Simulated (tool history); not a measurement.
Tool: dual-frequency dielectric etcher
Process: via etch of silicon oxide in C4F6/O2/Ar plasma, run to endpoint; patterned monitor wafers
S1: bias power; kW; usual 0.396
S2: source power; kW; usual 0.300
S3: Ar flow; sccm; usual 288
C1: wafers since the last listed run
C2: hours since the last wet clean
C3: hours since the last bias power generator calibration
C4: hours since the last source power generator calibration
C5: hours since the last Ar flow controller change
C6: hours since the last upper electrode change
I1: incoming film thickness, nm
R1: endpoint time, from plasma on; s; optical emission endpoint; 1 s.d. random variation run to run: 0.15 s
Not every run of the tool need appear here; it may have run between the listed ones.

{"run": 1, "hour": 0.0, "S1": 0.396, "S2": 0.3, "S3": 288, "C1": 0, "C2": 56.4, "C3": 3471.5, "C4": 1739.8, "C5": 1647.1, "C6": 4814.8, "I1": 166.3, "R1": 41.9}
{"run": 2, "hour": 16.8, "S1": 0.348, "S2": 0.34, "S3": 288, "C1": 230, "C2": 73.2, "C3": 3488.3, "C4": 1756.6, "C5": 1663.9, "C6": 4831.6, "I1": 165.6, "R1": 42.2}
{"run": 3, "hour": 45.0, "S1": 0.348, "S2": 0.34, "S3": 288, "C1": 386, "C2": 101.4, "C3": 3516.5, "C4": 1784.8, "C5": 1692.1, "C6": 4859.8, "I1": 164.0, "R1": 41.9}
{"run": 4, "hour": 62.6, "S1": 0.348, "S2": 0.34, "S3": 288, "C1": 241, "C2": 119.0, "C3": 3534.1, "C4": 1802.4, "C5": 1709.7, "C6": 4877.4, "I1": 164.8, "R1": 42.0}
{"run": 5, "hour": 85.8, "S1": 0.32, "S2": 0.3, "S3": 312, "C1": 318, "C2": 142.2, "C3": 3557.3, "C4": 1825.6, "C5": 1732.9, "C6": 4900.6, "I1": 162.3, "R1": 45.5}
{"run": 6, "hour": 98.6, "S1": 0.396, "S2": 0.3, "S3": 288, "C1": 175, "C2": 155.0, "C3": 3570.1, "C4": 1838.4, "C5": 1745.7, "C6": 4913.4, "I1": 165.7, "R1": 42.1}
{"run": 7, "hour": 117.6, "S1": 0.396, "S2": 0.3, "S3": 288, "C1": 260, "C2": 174.0, "C3": 3589.1, "C4": 1857.4, "C5": 1764.7, "C6": 4932.4, "I1": 164.3, "R1": 41.8}
{"run": 8, "hour": 138.4, "S1": 0.396, "S2": 0.3, "S3": 288, "C1": 285, "C2": 194.8, "C3": 3609.9, "C4": 1878.2, "C5": 1785.5, "C6": 4953.2, "I1": 164.9, "R1": 41.7}
{"run": 9, "hour": 218.8, "S1": 0.396, "S2": 0.3, "S3": 288, "C1": 1102, "C2": 275.2, "C3": 3690.3, "C4": 1958.6, "C5": 1865.9, "C6": 5033.6, "I1": 163.5, "R1": 41.6}
{"hour": 272.9, "done": "Ar flow controller replaced"}
{"run": 10, "hour": 309.4, "S1": 0.396, "S2": 0.3, "S3": 288, "C1": 1159, "C2": 365.8, "C3": 3780.9, "C4": 2049.2, "C5": 36.5, "C6": 5124.2, "I1": 163.2, "R1": 41.7}
{"hour": 336.9, "done": "wet clean of the chamber"}
{"run": 11, "hour": 337.4, "S1": 0.396, "S2": 0.3, "S3": 288, "C1": 54, "C2": 0.5, "C3": 3808.9, "C4": 2077.2, "C5": 64.5, "C6": 5152.2, "I1": 164.5, "R1": 41.4}
{"run": 12, "hour": 365.8, "S1": 0.396, "S2": 0.3, "S3": 288, "C1": 389, "C2": 28.9, "C3": 3837.3, "C4": 2105.6, "C5": 92.9, "C6": 5180.6, "I1": 163.8, "R1": 41.4}
{"hour": 373.4, "done": "bias power generator calibrated"}
{"hour": 396.9, "done": "upper electrode replaced, of another model than before"}
{"run": 13, "hour": 398.8, "S1": 0.396, "S2": 0.3, "S3": 288, "C1": 75, "C2": 61.9, "C3": 25.4, "C4": 2138.6, "C5": 125.9, "C6": 1.9, "I1": 167.2, "R1": 42.0}
{"run": 14, "hour": 421.1, "S1": 0.345, "S2": 0.26, "S3": 324, "C1": 305, "C2": 84.2, "C3": 47.7, "C4": 2160.9, "C5": 148.2, "C6": 24.2, "I1": 163.9, "R1": 45.0}
{"run": 15, "hour": 447.7, "S1": 0.396, "S2": 0.34, "S3": 221, "C1": 364, "C2": 110.8, "C3": 74.3, "C4": 2187.5, "C5": 174.8, "C6": 50.8, "I1": 163.9, "R1": 38.5}
{"run": 16, "hour": 464.9, "S1": 0.396, "S2": 0.3, "S3": 243, "C1": 235, "C2": 128.0, "C3": 91.5, "C4": 2204.7, "C5": 192.0, "C6": 68.0, "I1": 163.7, "R1": 40.3}
{"run": 17, "hour": 488.2, "S1": 0.396, "S2": 0.3, "S3": 288, "C1": 319, "C2": 151.3, "C3": 114.8, "C4": 2228.0, "C5": 215.3, "C6": 91.3, "I1": 164.8, "R1": 41.7}
{"run": 18, "hour": 509.9, "S1": 0.461, "S2": 0.26, "S3": 288, "C1": 297, "C2": 173.0, "C3": 136.5, "C4": 2249.7, "C5": 237.0, "C6": 113.0, "I1": 166.5, "R1": 41.7}
{"hour": 520.4, "done": "source power generator calibrated"}
{"run": 19, "hour": 522.6, "S1": 0.396, "S2": 0.3, "S3": 288, "C1": 119, "C2": 185.7, "C3": 149.2, "C4": 2.2, "C5": 249.7, "C6": 125.7, "I1": 164.5, "R1": 41.7}
{"run": 20, "hour": 545.5, "S1": 0.396, "S2": 0.3, "S3": 288, "C1": 313, "C2": 208.6, "C3": 172.1, "C4": 25.1, "C5": 272.6, "C6": 148.6, "I1": 165.5, "R1": 41.8}
{"run": 21, "hour": 582.6, "S1": 0.396, "S2": 0.37, "S3": 288, "C1": 508, "C2": 245.7, "C3": 209.2, "C4": 62.2, "C5": 309.7, "C6": 185.7, "I1": 164.9, "R1": 40.2}
{"run": 22, "hour": 616.3, "S1": 0.396, "S2": 0.3, "S3": 288, "C1": 462, "C2": 279.4, "C3": 242.9, "C4": 95.9, "C5": 343.4, "C6": 219.4, "I1": 162.9, "R1": 41.8}
{"run": 23, "hour": 640.9, "S1": 0.35, "S2": 0.22, "S3": 341, "C1": 337, "C2": 304.0, "C3": 267.5, "C4": 120.5, "C5": 368.0, "C6": 244.0, "I1": 165.7, "R1": 47.5}
{"hour": 673.4, "done": "wet clean of the chamber"}
{"run": 24, "hour": 673.9, "S1": 0.449, "S2": 0.26, "S3": 244, "C1": 123, "C2": 0.5, "C3": 300.5, "C4": 153.5, "C5": 401.0, "C6": 277.0, "I1": 165.8, "R1": 40.5}

For each entry between runs, how does the tool's hidden state at the last listed run before it compare with that at the first listed run after it?
Logged between run 9 and run 10: Ar flow controller replaced (hour 272.9)
  etch rate over this chamber's usual, %: -1.62 -> -2.1
  what was measured, less what the result would be without the hidden state, R1: +0.7 -> +0.8 s
Logged between run 10 and run 11: wet clean of the chamber (hour 336.9)
  etch rate over this chamber's usual, %: -2.1 -> 0.00994
  what was measured, less what the result would be without the hidden state, R1: +0.8 -> +0.0 s
Logged between run 12 and run 13: bias power generator calibrated (hour 373.4); upper electrode replaced, of another model than before (hour 396.9)
  etch rate over this chamber's usual, %: -0.139 -> -0.313
  what was measured, less what the result would be without the hidden state, R1: +0.1 -> +0.1 s
Logged between run 18 and run 19: source power generator calibrated (hour 520.4)
  etch rate over this chamber's usual, %: -0.897 -> -0.963
  what was measured, less what the result would be without the hidden state, R1: +0.4 -> +0.4 s
Logged between run 23 and run 24: wet clean of the chamber (hour 673.4)
  etch rate over this chamber's usual, %: -1.59 -> -0.167
  what was measured, less what the result would be without the hidden state, R1: +0.7 -> +0.1 s

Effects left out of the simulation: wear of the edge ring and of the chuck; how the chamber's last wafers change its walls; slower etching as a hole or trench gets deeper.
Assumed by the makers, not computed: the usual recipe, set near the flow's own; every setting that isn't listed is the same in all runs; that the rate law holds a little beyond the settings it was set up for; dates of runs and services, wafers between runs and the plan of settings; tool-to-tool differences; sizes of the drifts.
